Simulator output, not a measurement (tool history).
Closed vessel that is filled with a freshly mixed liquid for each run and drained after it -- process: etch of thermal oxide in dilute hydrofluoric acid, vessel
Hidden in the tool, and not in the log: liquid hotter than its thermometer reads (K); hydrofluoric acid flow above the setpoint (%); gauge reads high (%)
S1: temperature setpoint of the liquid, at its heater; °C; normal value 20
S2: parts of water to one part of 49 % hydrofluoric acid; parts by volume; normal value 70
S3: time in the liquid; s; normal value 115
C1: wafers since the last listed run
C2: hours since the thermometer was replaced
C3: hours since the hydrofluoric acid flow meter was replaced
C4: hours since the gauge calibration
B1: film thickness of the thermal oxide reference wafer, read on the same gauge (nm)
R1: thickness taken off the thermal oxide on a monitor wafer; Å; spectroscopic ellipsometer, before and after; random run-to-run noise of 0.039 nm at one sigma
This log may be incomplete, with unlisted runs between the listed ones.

Run 1, hour 0: usual settings; C1 0; C2 1775.5; C3 2081.8; C4 112.8; B1 140.02. Result: R1 69.7 Å.
Run 2, hour 10.8: usual settings; C1 1077; C2 1786.3; C3 2092.6; C4 123.6; B1 140.07. Result: R1 69.8 Å.
Run 3, hour 18.9: usual settings; C1 808; C2 1794.4; C3 2100.7; C4 131.7; B1 139.97. Result: R1 70.4 Å.
Run 4, hour 34.5: usual settings but S1 17 °C; C1 1556; C2 1810; C3 2116.3; C4 147.3; B1 140. Result: R1 61.4 Å.
At hour 38.9: gauge calibrated.
Run 5, hour 47.7: usual settings but S1 17 °C; C1 1317; C2 1823.2; C3 2129.5; C4 8.8; B1 139.98. Result: R1 61.4 Å.
Run 6, hour 58.7: usual settings but S1 17 °C; C1 1097; C2 1834.2; C3 2140.5; C4 19.8; B1 139.97. Result: R1 60.8 Å.
Run 7, hour 69.8: usual settings; C1 1107; C2 1845.3; C3 2151.6; C4 30.9; B1 140.04. Result: R1 70.3 Å.
Run 8, hour 76.9: usual settings; C1 708; C2 1852.4; C3 2158.7; C4 38; B1 140.01. Result: R1 69.2 Å.
Run 9, hour 88.3: usual settings; C1 1137; C2 1863.8; C3 2170.1; C4 49.4; B1 140.01. Result: R1 69.4 Å.
Run 10, hour 105.2: usual settings but S2 85 parts by volume, S3 75 s; C1 1686; C2 1880.7; C3 2187; C4 66.3; B1 140.02. Result: R1 36.4 Å.
At hour 108: hydrofluoric acid flow meter replaced.
Run 11, hour 111.9: usual settings but S1 17 °C, S2 100 parts by volume; C1 568; C2 1887.4; C3 3.9; C4 73; B1 139.94. Result: R1 41.4 Å.
Run 12, hour 117.9: usual settings but S2 60 parts by volume, S3 65 s; C1 598; C2 1893.4; C3 9.9; C4 79; B1 140.02. Result: R1 46.5 Å.
Run 13, hour 126.9: usual settings but S1 23 °C, S2 95 parts by volume, S3 55 s; C1 898; C2 1902.4; C3 18.9; C4 88; B1 140.02. Result: R1 26.8 Å.
Run 14, hour 134.1: usual settings; C1 718; C2 1909.6; C3 26.1; C4 95.2; B1 139.98. Result: R1 69.2 Å.
Run 15, hour 151.6: usual settings but S1 25 °C, S3 75 s; C1 1746; C2 1927.1; C3 43.6; C4 112.7; B1 140.03. Result: R1 55.1 Å.
Run 16, hour 161.9: usual settings but S1 23.5 °C, S3 75 s; C1 1027; C2 1937.4; C3 53.9; C4 123; B1 140. Result: R1 51.9 Å.
Run 17, hour 173: usual settings but S1 18.5 °C, S2 50 parts by volume, S3 155 s; C1 1107; C2 1948.5; C3 65; C4 134.1; B1 139.98. Result: R1 126.7 Å.
At hour 179.8: gauge calibrated.
Run 18, hour 188.9: usual settings; C1 1586; C2 1964.4; C3 80.9; C4 9.1; B1 139.96. Result: R1 69.5 Å.
At hour 191.2: thermometer replaced.
Run 19, hour 205.3: usual settings; C1 1536; C2 14.1; C3 97.3; C4 25.5; B1 140. Result: R1 69.1 Å.
Run 20, hour 249: usual settings but S1 24 °C, S2 100 parts by volume, S3 140 s; C1 4360; C2 57.8; C3 141; C4 69.2; B1 139.99. Result: R1 67 Å.
Run 21, hour 259.2: usual settings but S1 21.5 °C, S2 50 parts by volume, S3 85 s; C1 1017; C2 68; C3 151.2; C4 79.4; B1 140. Result: R1 77.6 Å.

Here are 4 independent what-if runs from the current tool condition. What would each one return?
Run A, hour 259.9: usual settings but S2 100 parts by volume; C1 69; C2 68.7; C3 151.9; C4 80.1; B1 ?. Result: R1 ?.
Run B, hour 259.9: usual settings but S1 17 °C, S2 55 parts by volume, S3 60 s; C1 69; C2 68.7; C3 151.9; C4 80.1; B1 ?. Result: R1 ?.
Run C, hour 259.9: usual settings but S1 17 °C, S3 170 s; C1 69; C2 68.7; C3 151.9; C4 80.1; B1 ?. Result: R1 ?.
Run D, hour 259.9: usual settings but S2 40 parts by volume, S3 145 s; C1 69; C2 68.7; C3 151.9; C4 80.1; B1 ?. Result: R1 ?.

run      B1     R1
  A  140.01   46.9
  B  140.01   41.2
  C  140.01   90.2
  D  140.01  158.5
Stripped of hidden state, with their random variation kept, the same runs would have yielded:
run     R1
  A   46.9
  B   41.2
  C   90.2
  D  158.5
